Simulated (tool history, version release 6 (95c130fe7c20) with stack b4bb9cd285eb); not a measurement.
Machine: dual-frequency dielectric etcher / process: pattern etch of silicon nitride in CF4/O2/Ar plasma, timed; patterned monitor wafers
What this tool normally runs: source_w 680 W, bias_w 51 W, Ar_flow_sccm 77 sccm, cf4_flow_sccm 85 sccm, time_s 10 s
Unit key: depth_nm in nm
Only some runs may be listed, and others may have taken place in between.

run	hour	source_w	bias_w	Ar_flow_sccm	cf4_flow_sccm	time_s	read-back reference wafer on the same gauge, depth_nm	depth_nm
1	0	680	51	77	85	10	22.99	28.7
# hour 35.1: wet clean of the chamber
2	37.9	680	51	77	85	10	23	28.8
3	134.8	680	51	77	85	10	22.98	28.92
# hour 173.5: gauge calibrated
4	229.6	680	51	77	85	7	23	20.2
5	329.1	570	51	77	85	10	22.99	25.31
6	395.7	680	51	77	85	10	22.99	28.83
7	491.3	680	51	77	85	10	23.02	29.15
# hour 506: Ar flow controller replaced
# hour 546: CF4 flow controller replaced
8	570	680	51	77	93	10	23	29.23
# hour 695.1: upper electrode replaced
# hour 695.7: wet clean of the chamber
9	800.7	680	51	77	85	10	22.99	29.01
10	907.2	680	45	77	71	10	22.98	26.91
# hour 961: source power generator calibrated
11	1005.7	770	44	77	101	7.5	23.02	22.01
12	1076.7	680	51	77	91	7.5	23	20.97
# hour 1095.3: bias power generator calibrated
13	1183.8	680	60	88	85	10	23.01	29.13
# hour 1244.6: wet clean of the chamber
14	1291.8	680	51	77	85	10	22.99	28.01
15	1346.1	610	51	77	105	8	23.01	21.35
16	1441.3	680	51	77	85	10	23.02	27.9
17	1574.4	750	56	77	85	10	23	31.31
18	1621.3	680	51	77	85	8	23	22.56
19	1722.5	590	43	86	85	13	22.99	30.52
# hour 1784: wet clean of the chamber
20	1829.6	540	51	77	85	10	22.99	23.57
21	1879.1	720	51	63	65	12.5	23.03	36.78
22	1978.9	680	51	77	85	10	23.01	28.38

Consider 3 possible next runs. They are alternatives, not a sequence: every one starts from the tool as it was left by run 22. What does each give?
A	1979.3	590	51	77	85	10	?	?
B	1979.3	680	51	67	85	10	?	?
C	1979.3	680	45	77	85	10	?	?

run	read-back reference wafer on the same gauge, depth_nm	depth_nm
A	22.98	25.83
B	22.98	29.24
C	22.98	27.29
Take away the tool's hidden state, keep each run's random variation, and the runs would have read:
run	depth_nm
A	24.86
B	28.16
C	26.28

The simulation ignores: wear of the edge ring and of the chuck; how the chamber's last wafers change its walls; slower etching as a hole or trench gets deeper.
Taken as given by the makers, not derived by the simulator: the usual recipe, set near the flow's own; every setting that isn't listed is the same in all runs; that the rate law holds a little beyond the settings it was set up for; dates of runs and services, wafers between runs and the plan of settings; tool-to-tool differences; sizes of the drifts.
